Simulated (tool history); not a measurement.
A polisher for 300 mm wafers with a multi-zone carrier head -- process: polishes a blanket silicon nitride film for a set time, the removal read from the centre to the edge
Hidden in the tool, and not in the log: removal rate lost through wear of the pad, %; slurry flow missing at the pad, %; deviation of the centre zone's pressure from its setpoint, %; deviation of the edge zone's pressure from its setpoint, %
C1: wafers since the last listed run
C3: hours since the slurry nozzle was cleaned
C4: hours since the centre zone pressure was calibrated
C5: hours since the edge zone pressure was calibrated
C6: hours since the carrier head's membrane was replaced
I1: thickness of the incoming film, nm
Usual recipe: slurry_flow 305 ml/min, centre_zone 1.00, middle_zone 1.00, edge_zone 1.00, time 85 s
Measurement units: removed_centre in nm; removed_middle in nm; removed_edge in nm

{"run": 1, "hour": 0.0, "slurry_flow": 305, "centre_zone": 1.0, "middle_zone": 1.08, "edge_zone": 1.0, "time": 85, "C1": 0, "wafers polished on this pad": 874, "C3": 328.9, "C4": 372.0, "C5": 920.1, "C6": 861.6, "I1": 624.0, "removed_centre": 120.4, "removed_middle": 135.4, "removed_edge": 123.7}
{"hour": 15.9, "done": "worn pad replaced by a new one"}
{"run": 2, "hour": 16.4, "slurry_flow": 305, "centre_zone": 1.0, "middle_zone": 1.08, "edge_zone": 1.0, "time": 85, "C1": 77, "wafers polished on this pad": 3, "C3": 345.3, "C4": 388.4, "C5": 936.5, "C6": 878.0, "I1": 621.9, "removed_centre": 122.1, "removed_middle": 135.3, "removed_edge": 124.3}
{"run": 3, "hour": 28.7, "slurry_flow": 305, "centre_zone": 1.0, "middle_zone": 1.08, "edge_zone": 1.0, "time": 85, "C1": 76, "wafers polished on this pad": 79, "C3": 357.6, "C4": 400.7, "C5": 948.8, "C6": 890.3, "I1": 625.6, "removed_centre": 121.5, "removed_middle": 137.8, "removed_edge": 127.4}
{"run": 4, "hour": 60.6, "slurry_flow": 305, "centre_zone": 1.0, "middle_zone": 1.0, "edge_zone": 1.0, "time": 92, "C1": 198, "wafers polished on this pad": 278, "C3": 389.5, "C4": 432.6, "C5": 980.7, "C6": 922.2, "I1": 629.1, "removed_centre": 128.2, "removed_middle": 138.1, "removed_edge": 135.4}
{"hour": 104.7, "done": "centre zone pressure recalibrated"}
{"run": 5, "hour": 105.7, "slurry_flow": 305, "centre_zone": 1.0, "middle_zone": 1.0, "edge_zone": 1.0, "time": 92, "C1": 268, "wafers polished on this pad": 546, "C3": 434.6, "C4": 1.0, "C5": 1025.8, "C6": 967.3, "I1": 634.1, "removed_centre": 134.2, "removed_middle": 137.0, "removed_edge": 137.4}
{"run": 6, "hour": 134.9, "slurry_flow": 305, "centre_zone": 1.0, "middle_zone": 1.0, "edge_zone": 1.0, "time": 85, "C1": 181, "wafers polished on this pad": 728, "C3": 463.8, "C4": 30.2, "C5": 1055.0, "C6": 996.5, "I1": 631.6, "removed_centre": 123.3, "removed_middle": 127.4, "removed_edge": 124.4}
{"hour": 152.1, "done": "carrier head's membrane replaced by a new one"}
{"run": 7, "hour": 153.8, "slurry_flow": 305, "centre_zone": 1.0, "middle_zone": 1.0, "edge_zone": 1.0, "time": 85, "C1": 86, "wafers polished on this pad": 815, "C3": 482.7, "C4": 49.1, "C5": 1073.9, "C6": 1.7, "I1": 621.2, "removed_centre": 120.9, "removed_middle": 127.6, "removed_edge": 126.3}
{"hour": 157.6, "done": "slurry nozzle cleaned"}
{"hour": 163.7, "done": "worn pad replaced by a new one"}
{"run": 8, "hour": 174.2, "slurry_flow": 305, "centre_zone": 1.0, "middle_zone": 1.0, "edge_zone": 1.0, "time": 85, "C1": 95, "wafers polished on this pad": 65, "C3": 16.6, "C4": 69.5, "C5": 1094.3, "C6": 22.1, "I1": 627.0, "removed_centre": 120.9, "removed_middle": 127.4, "removed_edge": 122.9}
{"run": 9, "hour": 200.0, "slurry_flow": 305, "centre_zone": 0.9, "middle_zone": 1.0, "edge_zone": 1.0, "time": 85, "C1": 160, "wafers polished on this pad": 226, "C3": 42.4, "C4": 95.3, "C5": 1120.1, "C6": 47.9, "I1": 630.8, "removed_centre": 111.5, "removed_middle": 126.2, "removed_edge": 122.7}
{"hour": 212.8, "done": "edge zone pressure recalibrated"}
{"run": 10, "hour": 220.7, "slurry_flow": 305, "centre_zone": 1.03, "middle_zone": 1.0, "edge_zone": 0.9, "time": 85, "C1": 116, "wafers polished on this pad": 342, "C3": 63.1, "C4": 116.0, "C5": 7.9, "C6": 68.6, "I1": 637.8, "removed_centre": 126.4, "removed_middle": 125.3, "removed_edge": 119.0}
{"run": 11, "hour": 234.5, "slurry_flow": 305, "centre_zone": 1.09, "middle_zone": 0.95, "edge_zone": 1.0, "time": 85, "C1": 85, "wafers polished on this pad": 428, "C3": 76.9, "C4": 129.8, "C5": 21.7, "C6": 82.4, "I1": 627.9, "removed_centre": 132.6, "removed_middle": 120.8, "removed_edge": 125.7}
{"run": 12, "hour": 257.1, "slurry_flow": 305, "centre_zone": 1.0, "middle_zone": 0.97, "edge_zone": 0.89, "time": 85, "C1": 140, "wafers polished on this pad": 569, "C3": 99.5, "C4": 152.4, "C5": 44.3, "C6": 105.0, "I1": 628.8, "removed_centre": 122.6, "removed_middle": 123.5, "removed_edge": 117.6}
{"run": 13, "hour": 273.1, "slurry_flow": 305, "centre_zone": 1.0, "middle_zone": 1.09, "edge_zone": 0.89, "time": 70, "C1": 99, "wafers polished on this pad": 668, "C3": 115.5, "C4": 168.4, "C5": 60.3, "C6": 121.0, "I1": 631.9, "removed_centre": 97.1, "removed_middle": 110.8, "removed_edge": 97.3}
{"run": 14, "hour": 291.9, "slurry_flow": 375, "centre_zone": 1.0, "middle_zone": 1.05, "edge_zone": 1.0, "time": 85, "C1": 117, "wafers polished on this pad": 785, "C3": 134.3, "C4": 187.2, "C5": 79.1, "C6": 139.8, "I1": 621.9, "removed_centre": 123.1, "removed_middle": 133.6, "removed_edge": 124.0}
{"hour": 303.6, "done": "worn pad replaced by a new one"}
{"run": 15, "hour": 317.9, "slurry_flow": 305, "centre_zone": 0.92, "middle_zone": 1.0, "edge_zone": 1.0, "time": 94, "C1": 136, "wafers polished on this pad": 88, "C3": 160.3, "C4": 213.2, "C5": 105.1, "C6": 165.8, "I1": 637.4, "removed_centre": 121.0, "removed_middle": 141.5, "removed_edge": 136.7}
{"run": 16, "hour": 420.1, "slurry_flow": 305, "centre_zone": 1.0, "middle_zone": 1.0, "edge_zone": 1.0, "time": 85, "C1": 636, "wafers polished on this pad": 725, "C3": 262.5, "C4": 315.4, "C5": 207.3, "C6": 268.0, "I1": 623.5, "removed_centre": 119.7, "removed_middle": 125.2, "removed_edge": 126.6}
{"hour": 430.7, "done": "worn pad replaced by a new one"}
{"run": 17, "hour": 443.6, "slurry_flow": 375, "centre_zone": 0.96, "middle_zone": 1.0, "edge_zone": 0.96, "time": 85, "C1": 121, "wafers polished on this pad": 80, "C3": 286.0, "C4": 338.9, "C5": 230.8, "C6": 291.5, "I1": 623.6, "removed_centre": 117.3, "removed_middle": 127.9, "removed_edge": 119.6}
{"run": 18, "hour": 456.2, "slurry_flow": 240, "centre_zone": 1.0, "middle_zone": 1.0, "edge_zone": 0.93, "time": 85, "C1": 78, "wafers polished on this pad": 158, "C3": 298.6, "C4": 351.5, "C5": 243.4, "C6": 304.1, "I1": 630.2, "removed_centre": 115.4, "removed_middle": 126.0, "removed_edge": 119.6}
{"run": 19, "hour": 479.1, "slurry_flow": 305, "centre_zone": 0.9, "middle_zone": 1.04, "edge_zone": 1.0, "time": 106, "C1": 142, "wafers polished on this pad": 301, "C3": 321.5, "C4": 374.4, "C5": 266.3, "C6": 327.0, "I1": 626.1, "removed_centre": 133.4, "removed_middle": 163.1, "removed_edge": 154.8}
{"run": 20, "hour": 513.7, "slurry_flow": 305, "centre_zone": 0.89, "middle_zone": 0.97, "edge_zone": 1.09, "time": 105, "C1": 215, "wafers polished on this pad": 516, "C3": 356.1, "C4": 409.0, "C5": 300.9, "C6": 361.6, "I1": 633.3, "removed_centre": 131.0, "removed_middle": 153.7, "removed_edge": 155.6}
{"run": 21, "hour": 528.8, "slurry_flow": 400, "centre_zone": 1.0, "middle_zone": 1.0, "edge_zone": 1.11, "time": 85, "C1": 94, "wafers polished on this pad": 610, "C3": 371.2, "C4": 424.1, "C5": 316.0, "C6": 376.7, "I1": 631.2, "removed_centre": 122.7, "removed_middle": 127.9, "removed_edge": 132.1}

What if the next run were any one of these 5? Each begins from the tool's condition after run 21:
{"run": "A", "hour": 529.3, "slurry_flow": 235, "centre_zone": 1.0, "middle_zone": 1.0, "edge_zone": 1.0, "time": 85, "C1": 3, "wafers polished on this pad": 613, "C3": 371.7, "C4": 424.6, "C5": 316.5, "C6": 377.2, "I1": 627.0, "removed_centre": "?", "removed_middle": "?", "removed_edge": "?"}
{"run": "B", "hour": 529.3, "slurry_flow": 305, "centre_zone": 1.0, "middle_zone": 1.0, "edge_zone": 0.94, "time": 73, "C1": 3, "wafers polished on this pad": 613, "C3": 371.7, "C4": 424.6, "C5": 316.5, "C6": 377.2, "I1": 627.0, "removed_centre": "?", "removed_middle": "?", "removed_edge": "?"}
{"run": "C", "hour": 529.3, "slurry_flow": 340, "centre_zone": 0.95, "middle_zone": 1.0, "edge_zone": 1.06, "time": 113, "C1": 3, "wafers polished on this pad": 613, "C3": 371.7, "C4": 424.6, "C5": 316.5, "C6": 377.2, "I1": 627.0, "removed_centre": "?", "removed_middle": "?", "removed_edge": "?"}
{"run": "D", "hour": 529.3, "slurry_flow": 245, "centre_zone": 1.0, "middle_zone": 0.89, "edge_zone": 1.04, "time": 110, "C1": 3, "wafers polished on this pad": 613, "C3": 371.7, "C4": 424.6, "C5": 316.5, "C6": 377.2, "I1": 627.0, "removed_centre": "?", "removed_middle": "?", "removed_edge": "?"}
{"run": "E", "hour": 529.3, "slurry_flow": 305, "centre_zone": 0.93, "middle_zone": 1.0, "edge_zone": 1.0, "time": 85, "C1": 3, "wafers polished on this pad": 613, "C3": 371.7, "C4": 424.6, "C5": 316.5, "C6": 377.2, "I1": 627.0, "removed_centre": "?", "removed_middle": "?", "removed_edge": "?"}

run=A removed_centre=117.4 removed_middle=125.5 removed_edge=121.5
run=B removed_centre=102.6 removed_middle=109.4 removed_edge=102.5
run=C removed_centre=151.8 removed_middle=170.4 removed_edge=168.9
run=D removed_centre=152.3 removed_middle=147.6 removed_edge=160.8
run=E removed_centre=111.0 removed_middle=127.4 removed_edge=122.9
With the hidden condition removed and each run's random variation left untouched, the same runs would have given:
run=A removed_centre=117.4 removed_middle=125.5 removed_edge=121.5
run=B removed_centre=102.6 removed_middle=109.4 removed_edge=102.5
run=C removed_centre=151.8 removed_middle=170.4 removed_edge=168.9
run=D removed_centre=152.3 removed_middle=147.6 removed_edge=160.8
run=E removed_centre=111.0 removed_middle=127.4 removed_edge=122.9
